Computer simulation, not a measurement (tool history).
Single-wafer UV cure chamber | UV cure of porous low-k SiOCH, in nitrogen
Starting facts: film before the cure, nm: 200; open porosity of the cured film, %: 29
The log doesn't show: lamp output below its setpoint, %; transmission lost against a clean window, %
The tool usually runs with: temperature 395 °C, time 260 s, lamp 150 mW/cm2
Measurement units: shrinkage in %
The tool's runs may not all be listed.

| run | hour | temperature | time | lamp | wafers since the last listed run | hours since the UV bulbs were replaced | wafers since the quartz window was cleaned | shrinkage |
|---|---|---|---|---|---|---|---|---|
| 1 | 0.0 | 395 | 260 | 150 | 0 | 961.5 | 3660 | 17.684 |
| 2 | 46.6 | 395 | 260 | 150 | 246 | 1008.1 | 3907 | 16.977 |
|  | 85.1 | quartz window cleaned |
| 3 | 107.4 | 395 | 260 | 150 | 279 | 1068.9 | 118 | 17.387 |
| 4 | 159.3 | 395 | 260 | 150 | 274 | 1120.8 | 392 | 17.124 |
| 5 | 227.5 | 406 | 260 | 150 | 360 | 1189.0 | 753 | 17.449 |
| 6 | 289.0 | 406 | 260 | 150 | 325 | 1250.5 | 1078 | 17.628 |
| 7 | 359.4 | 406 | 260 | 150 | 372 | 1320.9 | 1451 | 17.465 |
| 8 | 399.2 | 395 | 260 | 150 | 210 | 1360.7 | 1661 | 16.574 |
| 9 | 451.5 | 395 | 260 | 150 | 276 | 1413.0 | 1938 | 17.718 |
| 10 | 484.1 | 395 | 260 | 150 | 172 | 1445.6 | 2110 | 16.910 |
| 11 | 527.8 | 395 | 260 | 122 | 231 | 1489.3 | 2342 | 15.780 |
| 12 | 631.1 | 395 | 260 | 122 | 546 | 1592.6 | 2888 | 15.956 |
| 13 | 672.1 | 395 | 260 | 122 | 216 | 1633.6 | 3105 | 15.669 |
| 14 | 709.6 | 395 | 195 | 127 | 198 | 1671.1 | 3303 | 14.823 |
| 15 | 785.0 | 395 | 195 | 127 | 398 | 1746.5 | 3702 | 14.261 |
|  | 812.5 | quartz window cleaned |
| 16 | 834.5 | 395 | 260 | 150 | 219 | 1796.0 | 116 | 17.226 |
| 17 | 872.0 | 395 | 260 | 150 | 198 | 1833.5 | 314 | 17.383 |
| 18 | 929.8 | 395 | 260 | 150 | 305 | 1891.3 | 620 | 17.367 |
| 19 | 964.1 | 395 | 260 | 150 | 181 | 1925.6 | 802 | 17.362 |
| 20 | 1006.8 | 395 | 260 | 150 | 225 | 1968.3 | 1028 | 17.161 |
| 21 | 1050.7 | 395 | 260 | 150 | 232 | 2012.2 | 1260 | 17.684 |
| 22 | 1100.1 | 411 | 155 | 133 | 261 | 2061.6 | 1521 | 13.856 |
| 23 | 1156.1 | 405 | 360 | 125 | 296 | 2117.6 | 1817 | 18.139 |
|  | 1217.9 | UV bulbs replaced |
| 24 | 1226.7 | 385 | 185 | 177 | 331 | 8.8 | 2149 | 16.299 |
| 25 | 1259.1 | 395 | 260 | 127 | 171 | 41.2 | 2320 | 16.593 |
| 26 | 1309.3 | 395 | 260 | 150 | 265 | 91.4 | 2586 | 17.098 |
| 27 | 1374.7 | 395 | 260 | 150 | 345 | 156.8 | 2932 | 17.549 |
| 28 | 1427.3 | 395 | 260 | 119 | 278 | 209.4 | 3210 | 15.815 |
| 29 | 1453.4 | 390 | 260 | 150 | 138 | 235.5 | 3348 | 16.810 |
| 30 | 1480.6 | 408 | 405 | 122 | 143 | 262.7 | 3492 | 19.018 |
|  | 1515.2 | quartz window cleaned |
| 31 | 1530.3 | 409 | 105 | 173 | 220 | 312.4 | 79 | 13.198 |
| 32 | 1563.0 | 395 | 260 | 111 | 172 | 345.1 | 252 | 15.533 |
| 33 | 1619.7 | 395 | 395 | 150 | 299 | 401.8 | 552 | 19.135 |
| 34 | 1648.9 | 395 | 150 | 150 | 154 | 431.0 | 707 | 14.274 |
| 35 | 1703.2 | 395 | 330 | 113 | 287 | 485.3 | 994 | 16.846 |
| 36 | 1746.4 | 388 | 380 | 117 | 228 | 528.5 | 1223 | 17.620 |
| 37 | 1797.2 | 395 | 260 | 113 | 268 | 579.3 | 1491 | 15.559 |
| 38 | 1859.6 | 395 | 260 | 113 | 330 | 641.7 | 1821 | 15.707 |
| 39 | 1899.7 | 409 | 385 | 137 | 212 | 681.8 | 2034 | 19.104 |
| 40 | 1941.0 | 395 | 215 | 150 | 218 | 723.1 | 2252 | 16.435 |

Predict each of these 4 candidate next runs independently; none follows another, all start after run 40:
| A | 1941.5 | 395 | 260 | 189 | 2 | 723.6 | 2255 | ? |
| B | 1941.5 | 386 | 260 | 181 | 2 | 723.6 | 2255 | ? |
| C | 1941.5 | 395 | 105 | 139 | 2 | 723.6 | 2255 | ? |
| D | 1941.5 | 411 | 200 | 167 | 2 | 723.6 | 2255 | ? |

| run | shrinkage |
|---|---|
| A | 18.381 |
| B | 17.958 |
| C | 12.066 |
| D | 16.642 |
Stripped of hidden state, with their random variation kept, the same runs would have yielded:
| run | shrinkage |
|---|---|
| A | 18.381 |
| B | 17.958 |
| C | 12.066 |
| D | 16.642 |
